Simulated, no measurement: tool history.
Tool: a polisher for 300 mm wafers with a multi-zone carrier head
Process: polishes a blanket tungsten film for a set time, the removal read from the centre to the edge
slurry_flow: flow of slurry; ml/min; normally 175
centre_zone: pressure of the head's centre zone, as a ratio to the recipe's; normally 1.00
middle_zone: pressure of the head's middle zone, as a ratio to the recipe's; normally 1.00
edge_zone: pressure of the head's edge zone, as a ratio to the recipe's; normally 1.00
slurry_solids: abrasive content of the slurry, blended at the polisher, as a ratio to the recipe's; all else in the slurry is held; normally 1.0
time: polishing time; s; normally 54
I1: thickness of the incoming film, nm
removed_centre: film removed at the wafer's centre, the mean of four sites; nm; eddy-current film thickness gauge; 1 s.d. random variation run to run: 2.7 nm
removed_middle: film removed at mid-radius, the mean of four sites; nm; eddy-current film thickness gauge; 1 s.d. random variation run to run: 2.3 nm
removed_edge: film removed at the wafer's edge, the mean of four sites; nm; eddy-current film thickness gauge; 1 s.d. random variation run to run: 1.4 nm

{"run": 1, "hour": 0.0, "slurry_flow": 175, "centre_zone": 1.0, "middle_zone": 1.0, "edge_zone": 1.0, "slurry_solids": 1.0, "time": 54, "I1": 949.7, "removed_centre": 204.7, "removed_middle": 215.7, "removed_edge": 214.0}
{"run": 2, "hour": 8.5, "slurry_flow": 175, "centre_zone": 1.0, "middle_zone": 1.0, "edge_zone": 1.0, "slurry_solids": 1.0, "time": 54, "I1": 921.2, "removed_centre": 200.4, "removed_middle": 218.2, "removed_edge": 211.5}
{"hour": 11.6, "done": "centre zone pressure recalibrated"}
{"run": 3, "hour": 18.2, "slurry_flow": 175, "centre_zone": 1.0, "middle_zone": 1.0, "edge_zone": 1.0, "slurry_solids": 1.0, "time": 54, "I1": 914.7, "removed_centre": 192.1, "removed_middle": 219.5, "removed_edge": 213.3}
{"run": 4, "hour": 29.2, "slurry_flow": 175, "centre_zone": 1.0, "middle_zone": 1.0, "edge_zone": 1.0, "slurry_solids": 1.0, "time": 54, "I1": 939.2, "removed_centre": 192.9, "removed_middle": 218.6, "removed_edge": 212.2}
{"run": 5, "hour": 43.2, "slurry_flow": 200, "centre_zone": 1.0, "middle_zone": 1.0, "edge_zone": 1.0, "slurry_solids": 1.0, "time": 54, "I1": 918.4, "removed_centre": 192.2, "removed_middle": 220.3, "removed_edge": 213.5}
{"hour": 48.2, "done": "worn pad replaced by a new one"}
{"run": 6, "hour": 52.7, "slurry_flow": 175, "centre_zone": 0.92, "middle_zone": 0.91, "edge_zone": 1.0, "slurry_solids": 1.0, "time": 54, "I1": 929.9, "removed_centre": 174.1, "removed_middle": 200.5, "removed_edge": 211.1}
{"hour": 57.6, "done": "centre zone pressure recalibrated, repeated, since the last time left the tool worse"}
{"run": 7, "hour": 69.5, "slurry_flow": 175, "centre_zone": 1.0, "middle_zone": 1.0, "edge_zone": 0.88, "slurry_solids": 1.0, "time": 54, "I1": 917.2, "removed_centre": 212.5, "removed_middle": 215.7, "removed_edge": 199.8}
{"run": 8, "hour": 84.5, "slurry_flow": 175, "centre_zone": 1.0, "middle_zone": 1.0, "edge_zone": 1.0, "slurry_solids": 1.0, "time": 54, "I1": 939.1, "removed_centre": 218.1, "removed_middle": 218.9, "removed_edge": 211.2}
{"run": 9, "hour": 92.7, "slurry_flow": 175, "centre_zone": 1.0, "middle_zone": 1.0, "edge_zone": 1.0, "slurry_solids": 1.0, "time": 54, "I1": 935.7, "removed_centre": 220.4, "removed_middle": 213.7, "removed_edge": 210.0}
{"hour": 115.5, "done": "slurry nozzle cleaned"}
{"run": 10, "hour": 116.0, "slurry_flow": 135, "centre_zone": 1.11, "middle_zone": 1.11, "edge_zone": 1.0, "slurry_solids": 0.9, "time": 54, "I1": 923.9, "removed_centre": 227.3, "removed_middle": 219.8, "removed_edge": 202.7}
{"hour": 120.2, "done": "worn pad replaced by a new one"}
{"run": 11, "hour": 132.5, "slurry_flow": 175, "centre_zone": 1.11, "middle_zone": 1.0, "edge_zone": 1.0, "slurry_solids": 1.0, "time": 54, "I1": 923.9, "removed_centre": 235.8, "removed_middle": 216.7, "removed_edge": 213.5}
{"hour": 143.0, "done": "edge zone pressure recalibrated"}
{"hour": 143.6, "done": "carrier head's membrane replaced by a new one"}
{"run": 12, "hour": 144.1, "slurry_flow": 175, "centre_zone": 1.0, "middle_zone": 0.92, "edge_zone": 1.0, "slurry_solids": 1.0, "time": 54, "I1": 927.5, "removed_centre": 213.7, "removed_middle": 205.1, "removed_edge": 208.7}
{"run": 13, "hour": 157.3, "slurry_flow": 175, "centre_zone": 1.0, "middle_zone": 1.0, "edge_zone": 1.0, "slurry_solids": 1.0, "time": 54, "I1": 921.9, "removed_centre": 215.1, "removed_middle": 217.6, "removed_edge": 213.5}
{"run": 14, "hour": 164.4, "slurry_flow": 175, "centre_zone": 1.11, "middle_zone": 0.95, "edge_zone": 1.0, "slurry_solids": 1.1, "time": 54, "I1": 944.4, "removed_centre": 246.1, "removed_middle": 219.2, "removed_edge": 218.6}
{"run": 15, "hour": 170.8, "slurry_flow": 175, "centre_zone": 0.95, "middle_zone": 1.0, "edge_zone": 1.0, "slurry_solids": 1.0, "time": 63, "I1": 930.1, "removed_centre": 238.9, "removed_middle": 254.0, "removed_edge": 244.3}
{"run": 16, "hour": 178.8, "slurry_flow": 175, "centre_zone": 1.0, "middle_zone": 1.0, "edge_zone": 0.91, "slurry_solids": 1.0, "time": 40, "I1": 934.6, "removed_centre": 154.3, "removed_middle": 162.3, "removed_edge": 150.0}
{"hour": 193.2, "done": "worn pad replaced by a new one"}
{"run": 17, "hour": 193.7, "slurry_flow": 175, "centre_zone": 1.0, "middle_zone": 1.0, "edge_zone": 1.0, "slurry_solids": 1.0, "time": 54, "I1": 939.3, "removed_centre": 210.5, "removed_middle": 215.7, "removed_edge": 211.1}
{"run": 18, "hour": 201.7, "slurry_flow": 175, "centre_zone": 1.0, "middle_zone": 1.0, "edge_zone": 1.0, "slurry_solids": 1.0, "time": 54, "I1": 948.0, "removed_centre": 211.6, "removed_middle": 215.5, "removed_edge": 210.4}
{"run": 19, "hour": 218.1, "slurry_flow": 155, "centre_zone": 1.0, "middle_zone": 1.0, "edge_zone": 1.06, "slurry_solids": 1.0, "time": 54, "I1": 919.2, "removed_centre": 208.1, "removed_middle": 212.7, "removed_edge": 216.5}
{"run": 20, "hour": 228.1, "slurry_flow": 175, "centre_zone": 1.0, "middle_zone": 1.0, "edge_zone": 1.06, "slurry_solids": 1.0, "time": 42, "I1": 918.9, "removed_centre": 169.4, "removed_middle": 169.8, "removed_edge": 170.8}

5 ways to go on from here, each from the tool as it stands after run 20. What would each give?
{"run": "A", "hour": 228.5, "slurry_flow": 175, "centre_zone": 1.0, "middle_zone": 1.0, "edge_zone": 1.0, "slurry_solids": 1.0, "time": 54, "I1": 912.7, "removed_centre": "?", "removed_middle": "?", "removed_edge": "?"}
{"run": "B", "hour": 228.5, "slurry_flow": 175, "centre_zone": 1.0, "middle_zone": 0.95, "edge_zone": 1.0, "slurry_solids": 1.0, "time": 54, "I1": 912.7, "removed_centre": "?", "removed_middle": "?", "removed_edge": "?"}
{"run": "C", "hour": 228.5, "slurry_flow": 145, "centre_zone": 1.0, "middle_zone": 1.04, "edge_zone": 0.9, "slurry_solids": 1.0, "time": 54, "I1": 912.7, "removed_centre": "?", "removed_middle": "?", "removed_edge": "?"}
{"run": "D", "hour": 228.5, "slurry_flow": 220, "centre_zone": 1.0, "middle_zone": 1.0, "edge_zone": 1.0, "slurry_solids": 0.8, "time": 68, "I1": 912.7, "removed_centre": "?", "removed_middle": "?", "removed_edge": "?"}
{"run": "E", "hour": 228.5, "slurry_flow": 150, "centre_zone": 1.0, "middle_zone": 1.05, "edge_zone": 1.0, "slurry_solids": 1.0, "time": 62, "I1": 912.7, "removed_centre": "?", "removed_middle": "?", "removed_edge": "?"}

run=A removed_centre=213.4 removed_middle=215.5 removed_edge=210.3
run=B removed_centre=213.3 removed_middle=207.6 removed_edge=210.5
run=C removed_centre=209.0 removed_middle=217.8 removed_edge=197.3
run=D removed_centre=258.8 removed_middle=260.7 removed_edge=252.9
run=E removed_centre=240.9 removed_middle=252.7 removed_edge=238.7
Without the tool's unlogged condition, the same runs would have read:
run=A removed_centre=222.8 removed_middle=215.5 removed_edge=210.3
run=B removed_centre=222.7 removed_middle=207.5 removed_edge=210.5
run=C removed_centre=218.2 removed_middle=217.8 removed_edge=197.3
run=D removed_centre=270.2 removed_middle=260.6 removed_edge=252.9
run=E removed_centre=251.5 removed_middle=252.6 removed_edge=238.7
